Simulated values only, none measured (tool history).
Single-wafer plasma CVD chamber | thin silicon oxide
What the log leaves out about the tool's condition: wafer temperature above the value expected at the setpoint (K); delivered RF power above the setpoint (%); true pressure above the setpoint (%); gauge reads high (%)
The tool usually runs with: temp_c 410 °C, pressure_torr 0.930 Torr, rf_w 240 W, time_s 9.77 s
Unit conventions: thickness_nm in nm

run	day	temp_c	pressure_torr	rf_w	time_s	wafers since the last listed run	hours since the last thermocouple change	hours since the last RF generator calibration	hours since the last manometer calibration	hours since the showerhead was replaced	hours since the gauge calibration	read-back reference wafer on the same gauge, thickness_nm	thickness_nm
1	0.000	410	1.090	240	10.93	0	1908.6	1154.6	407.4	7672.0	1439.7	14.989	20.871
2	2.604	410	0.930	240	9.77	1902	1971.1	1217.1	469.9	7734.5	1502.2	15.001	16.318
3	4.071	410	0.930	240	9.77	1071	2006.3	1252.3	505.1	7769.7	1537.4	15.007	16.212
# day 5.975: gauge calibrated
4	6.917	410	0.930	240	9.77	2079	2074.6	1320.6	573.4	7838.0	22.6	14.990	16.152
5	8.371	410	0.930	240	9.77	1062	2109.5	1355.5	608.3	7872.9	57.5	15.015	16.201
6	10.200	410	0.930	240	9.77	1336	2153.4	1399.4	652.2	7916.8	101.4	14.998	16.102
7	11.483	410	0.930	225	9.77	937	2184.2	1430.2	683.0	7947.6	132.2	14.999	15.635
# day 14.317: showerhead replaced
8	14.417	410	0.930	225	9.77	1899	2254.6	1500.6	753.4	2.4	202.6	14.991	15.590
9	16.358	410	0.930	225	9.77	1418	2301.2	1547.2	800.0	49.0	249.2	14.986	15.661
10	18.312	404	0.930	265	11.10	1427	2348.1	1594.1	846.9	95.9	296.1	14.998	19.218
11	20.083	410	0.930	240	9.77	1293	2390.6	1636.6	889.4	138.4	338.6	15.001	16.018
# day 20.775: RF generator calibrated
12	21.225	410	0.930	240	9.77	590	2418.0	10.8	916.8	165.8	366.0	14.998	16.540
13	22.833	421	0.699	275	11.33	1175	2456.6	49.4	955.4	204.4	404.6	15.000	14.605
14	25.367	424	0.930	240	8.43	1851	2517.4	110.2	1016.2	265.2	465.4	15.004	14.050
# day 26.675: capacitance manometer re-zeroed and calibrated
15	27.033	410	1.037	265	8.54	974	2557.4	150.2	8.6	305.2	505.4	15.002	16.876
16	28.925	410	0.930	240	8.99	1382	2602.8	195.6	54.0	350.6	550.8	15.003	15.384
# day 32.033: thermocouple changed; heater temperature recalibrated
17	32.054	404	0.990	225	8.13	2042	0.5	270.7	129.1	425.7	625.9	15.001	14.187
18	34.538	410	0.858	240	9.77	1814	60.1	330.3	188.7	485.3	685.5	14.993	15.266
19	37.038	410	0.930	195	9.77	1826	120.1	390.3	248.7	545.3	745.5	14.996	14.815
20	39.771	410	0.930	240	10.51	1997	185.7	455.9	314.3	610.9	811.1	14.996	17.530
21	41.638	410	0.930	240	8.22	1364	230.5	500.7	359.1	655.7	855.9	14.993	13.771
22	43.712	410	0.930	240	8.57	1516	280.3	550.5	408.9	705.5	905.7	14.999	14.310
23	46.433	410	0.930	240	9.77	1988	345.6	615.8	474.2	770.8	971.0	15.006	16.231
24	48.617	405	0.930	225	10.71	1595	398.0	668.2	526.6	823.2	1023.4	14.996	17.269
25	55.162	397	0.771	195	9.77	4783	555.1	825.3	683.7	980.3	1180.5	14.998	11.966
26	57.583	410	0.930	240	9.77	1768	613.2	883.4	741.8	1038.4	1238.6	15.007	16.015
27	59.225	417	1.145	220	7.84	1199	652.6	922.8	781.2	1077.8	1278.0	14.992	14.595

Branching from run 27: 5 alternative next runs. What would each branch give?
A	59.242	410	0.930	240	9.77	12	653.0	923.2	781.6	1078.2	1278.4	?	?
B	59.242	410	0.930	215	9.77	12	653.0	923.2	781.6	1078.2	1278.4	?	?
C	59.242	410	0.930	255	9.77	12	653.0	923.2	781.6	1078.2	1278.4	?	?
D	59.242	405	0.718	225	8.57	12	653.0	923.2	781.6	1078.2	1278.4	?	?
E	59.242	410	0.930	240	11.01	12	653.0	923.2	781.6	1078.2	1278.4	?	?

run	read-back reference wafer on the same gauge, thickness_nm	thickness_nm
A	14.994	16.083
B	14.994	15.254
C	14.994	16.546
D	14.994	10.269
E	14.994	18.118
Take away the tool's hidden state, keep each run's random variation, and the runs would have read:
run	thickness_nm
A	16.991
B	16.137
C	17.472
D	10.937
E	19.142
